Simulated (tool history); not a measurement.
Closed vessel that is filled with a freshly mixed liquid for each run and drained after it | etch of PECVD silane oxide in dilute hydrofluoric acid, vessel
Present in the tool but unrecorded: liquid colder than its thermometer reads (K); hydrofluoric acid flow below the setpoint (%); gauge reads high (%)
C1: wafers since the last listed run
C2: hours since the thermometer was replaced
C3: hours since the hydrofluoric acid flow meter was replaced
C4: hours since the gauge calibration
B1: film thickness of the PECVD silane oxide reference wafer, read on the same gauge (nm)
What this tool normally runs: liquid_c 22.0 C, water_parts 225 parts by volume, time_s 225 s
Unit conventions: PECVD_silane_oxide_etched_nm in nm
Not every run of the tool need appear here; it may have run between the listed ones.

{"run": 1, "hour": 0.0, "liquid_c": 22.0, "water_parts": 195, "time_s": 225, "C1": 0, "C2": 1095.8, "C3": 313.2, "C4": 869.7, "B1": 69.96, "PECVD_silane_oxide_etched_nm": 42.66}
{"run": 2, "hour": 50.0, "liquid_c": 22.0, "water_parts": 225, "time_s": 135, "C1": 4053, "C2": 1145.8, "C3": 363.2, "C4": 919.7, "B1": 69.96, "PECVD_silane_oxide_etched_nm": 21.23}
{"run": 3, "hour": 65.2, "liquid_c": 22.0, "water_parts": 225, "time_s": 135, "C1": 1232, "C2": 1161.0, "C3": 378.4, "C4": 934.9, "B1": 70.0, "PECVD_silane_oxide_etched_nm": 21.34}
{"hour": 79.8, "done": "gauge calibrated"}
{"run": 4, "hour": 87.9, "liquid_c": 22.0, "water_parts": 160, "time_s": 225, "C1": 1840, "C2": 1183.7, "C3": 401.1, "C4": 8.1, "B1": 70.02, "PECVD_silane_oxide_etched_nm": 54.03}
{"run": 5, "hour": 114.3, "liquid_c": 22.0, "water_parts": 225, "time_s": 225, "C1": 2140, "C2": 1210.1, "C3": 427.5, "C4": 34.5, "B1": 69.99, "PECVD_silane_oxide_etched_nm": 35.39}
{"run": 6, "hour": 136.8, "liquid_c": 22.0, "water_parts": 225, "time_s": 225, "C1": 1823, "C2": 1232.6, "C3": 450.0, "C4": 57.0, "B1": 69.96, "PECVD_silane_oxide_etched_nm": 36.06}
{"run": 7, "hour": 149.6, "liquid_c": 22.0, "water_parts": 225, "time_s": 225, "C1": 1037, "C2": 1245.4, "C3": 462.8, "C4": 69.8, "B1": 69.99, "PECVD_silane_oxide_etched_nm": 36.03}
{"run": 8, "hour": 174.0, "liquid_c": 22.0, "water_parts": 225, "time_s": 225, "C1": 1977, "C2": 1269.8, "C3": 487.2, "C4": 94.2, "B1": 69.98, "PECVD_silane_oxide_etched_nm": 35.7}
{"run": 9, "hour": 207.6, "liquid_c": 22.0, "water_parts": 225, "time_s": 225, "C1": 2723, "C2": 1303.4, "C3": 520.8, "C4": 127.8, "B1": 70.05, "PECVD_silane_oxide_etched_nm": 35.85}
{"run": 10, "hour": 226.5, "liquid_c": 22.0, "water_parts": 280, "time_s": 225, "C1": 1532, "C2": 1322.3, "C3": 539.7, "C4": 146.7, "B1": 70.01, "PECVD_silane_oxide_etched_nm": 26.56}
{"run": 11, "hour": 248.1, "liquid_c": 18.0, "water_parts": 280, "time_s": 225, "C1": 1751, "C2": 1343.9, "C3": 561.3, "C4": 168.3, "B1": 70.01, "PECVD_silane_oxide_etched_nm": 23.43}
{"run": 12, "hour": 264.7, "liquid_c": 22.0, "water_parts": 325, "time_s": 225, "C1": 1345, "C2": 1360.5, "C3": 577.9, "C4": 184.9, "B1": 69.95, "PECVD_silane_oxide_etched_nm": 22.39}
{"hour": 354.4, "done": "thermometer replaced"}
{"run": 13, "hour": 363.9, "liquid_c": 22.0, "water_parts": 225, "time_s": 345, "C1": 7960, "C2": 9.5, "C3": 677.1, "C4": 284.1, "B1": 69.99, "PECVD_silane_oxide_etched_nm": 53.77}
{"run": 14, "hour": 399.1, "liquid_c": 22.0, "water_parts": 160, "time_s": 185, "C1": 2853, "C2": 44.7, "C3": 712.3, "C4": 319.3, "B1": 69.99, "PECVD_silane_oxide_etched_nm": 43.26}
{"run": 15, "hour": 427.1, "liquid_c": 22.0, "water_parts": 160, "time_s": 170, "C1": 2269, "C2": 72.7, "C3": 740.3, "C4": 347.3, "B1": 69.98, "PECVD_silane_oxide_etched_nm": 40.28}
{"run": 16, "hour": 441.6, "liquid_c": 22.0, "water_parts": 160, "time_s": 170, "C1": 1175, "C2": 87.2, "C3": 754.8, "C4": 361.8, "B1": 70.01, "PECVD_silane_oxide_etched_nm": 39.61}
{"run": 17, "hour": 462.2, "liquid_c": 22.0, "water_parts": 225, "time_s": 225, "C1": 1669, "C2": 107.8, "C3": 775.4, "C4": 382.4, "B1": 70.0, "PECVD_silane_oxide_etched_nm": 35.37}
{"run": 18, "hour": 481.4, "liquid_c": 24.0, "water_parts": 130, "time_s": 160, "C1": 1556, "C2": 127.0, "C3": 794.6, "C4": 401.6, "B1": 69.99, "PECVD_silane_oxide_etched_nm": 51.21}
{"hour": 482.7, "done": "hydrofluoric acid flow meter replaced"}
{"run": 19, "hour": 495.6, "liquid_c": 18.0, "water_parts": 310, "time_s": 225, "C1": 1070, "C2": 141.2, "C3": 12.9, "C4": 415.8, "B1": 69.99, "PECVD_silane_oxide_etched_nm": 21.13}
{"run": 20, "hour": 522.9, "liquid_c": 26.0, "water_parts": 195, "time_s": 150, "C1": 2213, "C2": 168.5, "C3": 40.2, "C4": 443.1, "B1": 70.01, "PECVD_silane_oxide_etched_nm": 33.4}
{"run": 21, "hour": 544.5, "liquid_c": 24.0, "water_parts": 330, "time_s": 225, "C1": 1751, "C2": 190.1, "C3": 61.8, "C4": 464.7, "B1": 70.0, "PECVD_silane_oxide_etched_nm": 24.04}
{"run": 22, "hour": 570.5, "liquid_c": 18.5, "water_parts": 305, "time_s": 340, "C1": 2107, "C2": 216.1, "C3": 87.8, "C4": 490.7, "B1": 69.96, "PECVD_silane_oxide_etched_nm": 33.13}
{"run": 23, "hour": 583.9, "liquid_c": 23.5, "water_parts": 270, "time_s": 115, "C1": 1086, "C2": 229.5, "C3": 101.2, "C4": 504.1, "B1": 69.96, "PECVD_silane_oxide_etched_nm": 15.33}
{"run": 24, "hour": 611.5, "liquid_c": 20.0, "water_parts": 225, "time_s": 295, "C1": 2237, "C2": 257.1, "C3": 128.8, "C4": 531.7, "B1": 70.0, "PECVD_silane_oxide_etched_nm": 44.17}
{"run": 25, "hour": 624.7, "liquid_c": 22.0, "water_parts": 225, "time_s": 130, "C1": 1070, "C2": 270.3, "C3": 142.0, "C4": 544.9, "B1": 69.99, "PECVD_silane_oxide_etched_nm": 21.25}
{"run": 26, "hour": 657.1, "liquid_c": 22.0, "water_parts": 225, "time_s": 225, "C1": 2626, "C2": 302.7, "C3": 174.4, "C4": 577.3, "B1": 70.0, "PECVD_silane_oxide_etched_nm": 35.61}

Estimate the outcome of run 27 from the log above:
{"run": 27, "hour": 745.5, "liquid_c": 22.0, "water_parts": 315, "time_s": 135, "C1": 7166, "C2": 391.1, "C3": 262.8, "C4": 665.7, "B1": "?", "PECVD_silane_oxide_etched_nm": "?"}

B1: 69.98
PECVD_silane_oxide_etched_nm: 14.07 nm
The same run, on a tool lacking any hidden state, would have yielded PECVD_silane_oxide_etched_nm 14.39 nm.

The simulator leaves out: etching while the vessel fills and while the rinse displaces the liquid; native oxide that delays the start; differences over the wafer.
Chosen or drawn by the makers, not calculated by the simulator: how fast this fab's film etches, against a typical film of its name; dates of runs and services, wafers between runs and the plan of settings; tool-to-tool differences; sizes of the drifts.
